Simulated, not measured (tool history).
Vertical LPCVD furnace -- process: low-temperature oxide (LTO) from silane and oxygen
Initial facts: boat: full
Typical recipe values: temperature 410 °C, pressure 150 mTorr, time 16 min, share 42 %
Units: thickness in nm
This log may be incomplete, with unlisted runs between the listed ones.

run,hour,temperature,pressure,time,share,wafers since the last listed run,hours since the last temperature calibration,hours since the pressure gauge was zeroed,hours since the silane flow controller was replaced,hours since the gauge calibration,"read-back reference wafer on the same gauge, thickness",thickness
1,0,404,135,16,42,0,1338.5,3585.7,5912.5,88,120.97,106.39
2,14.4,410,150,16,42,225,1352.9,3600.1,5926.9,102.4,121.07,125.43
3,22.4,410,150,16,42,125,1360.9,3608.1,5934.9,110.4,120.89,125.78
4,35.3,410,150,16,42,202,1373.8,3621,5947.8,123.3,120.82,125.63
5,49,415,150,16,38,214,1387.5,3634.7,5961.5,137,121.08,117.86
6,66.9,415,150,16,38,280,1405.4,3652.6,5979.4,154.9,120.93,118.19
7,73.2,415,150,16,38,98,1411.7,3658.9,5985.7,161.2,121.07,117.89
8,85.2,410,150,20,47,188,1423.7,3670.9,5997.7,173.2,120.85,174.62
9,101.7,410,150,20,47,258,1440.2,3687.4,6014.2,189.7,120.97,175.32
10,117.2,410,150,20,47,242,1455.7,3702.9,6029.7,205.2,120.96,175.54
# hour 147: pressure gauge zeroed
11,147.5,410,150,16,42,98,1486,0.5,6060,235.5,121.08,125.45
12,151.4,410,150,16,42,61,1489.9,4.4,6063.9,239.4,121.04,125.71
13,155.3,410,150,16,42,61,1493.8,8.3,6067.8,243.3,121.03,125.43
14,166.6,410,150,16,36,177,1505.1,19.6,6079.1,254.6,120.96,105
15,178.8,410,150,16,36,191,1517.3,31.8,6091.3,266.8,121,105.1
# hour 207.4: silane flow controller replaced
16,207.9,410,150,16,38,79,1546.4,60.9,0.5,295.9,120.99,112.07
17,211.8,405,115,16,42,61,1550.3,64.8,4.4,299.8,121.01,91.44
18,216.1,410,150,16,42,67,1554.6,69.1,8.7,304.1,120.85,125.94
19,229.2,400,135,18.5,42,205,1567.7,82.2,21.8,317.2,120.96,117.99
# hour 230.2: gauge calibrated
20,236.8,410,150,16,42,119,1575.3,89.8,29.4,6.6,120.98,125.79
21,254.2,416,185,20.5,46,272,1592.7,107.2,46.8,24,120.92,230.78
22,267.6,410,150,16,42,209,1606.1,120.6,60.2,37.4,121.12,125.89
23,283,414,150,13.5,38,241,1621.5,136,75.6,52.8,121.07,99.05
# hour 315.9: thermocouples replaced and temperature profile calibrated
24,320.7,410,150,11,42,214,4.8,173.7,113.3,90.5,121.11,82.41
25,334.9,410,150,16,42,222,19,187.9,127.5,104.7,121.09,119.79
26,344.4,420,135,11,50,148,28.5,197.4,137,114.2,120.97,96.77
27,351,399,150,13.5,42,103,35.1,204,143.6,120.8,120.9,90.38
28,365,399,150,19.5,42,219,49.1,218,157.6,134.8,121.05,130.33
29,375.2,410,150,16,42,159,59.3,228.2,167.8,145,121.03,120.31
30,384.3,422,150,19,42,142,68.4,237.3,176.9,154.1,121.03,161.52
31,399.9,415,175,18.5,49,244,84,252.9,192.5,169.7,121.03,197.58
32,407,410,150,16,42,111,91.1,260,199.6,176.8,120.96,120.16

What if the next run were any one of these 3? Each begins from the tool's condition after run 32:
A,411,399,150,16,42,62,95.1,264,203.6,180.8,?,?
B,411,400,150,16,42,62,95.1,264,203.6,180.8,?,?
C,411,410,175,10,42,62,95.1,264,203.6,180.8,?,?

run,"read-back reference wafer on the same gauge, thickness",thickness
A,121.03,107.01
B,121.03,108.18
C,121.03,87.71
Without the tool's unlogged condition, the same runs would have read:
run,thickness
A,106.22
B,107.38
C,87.09
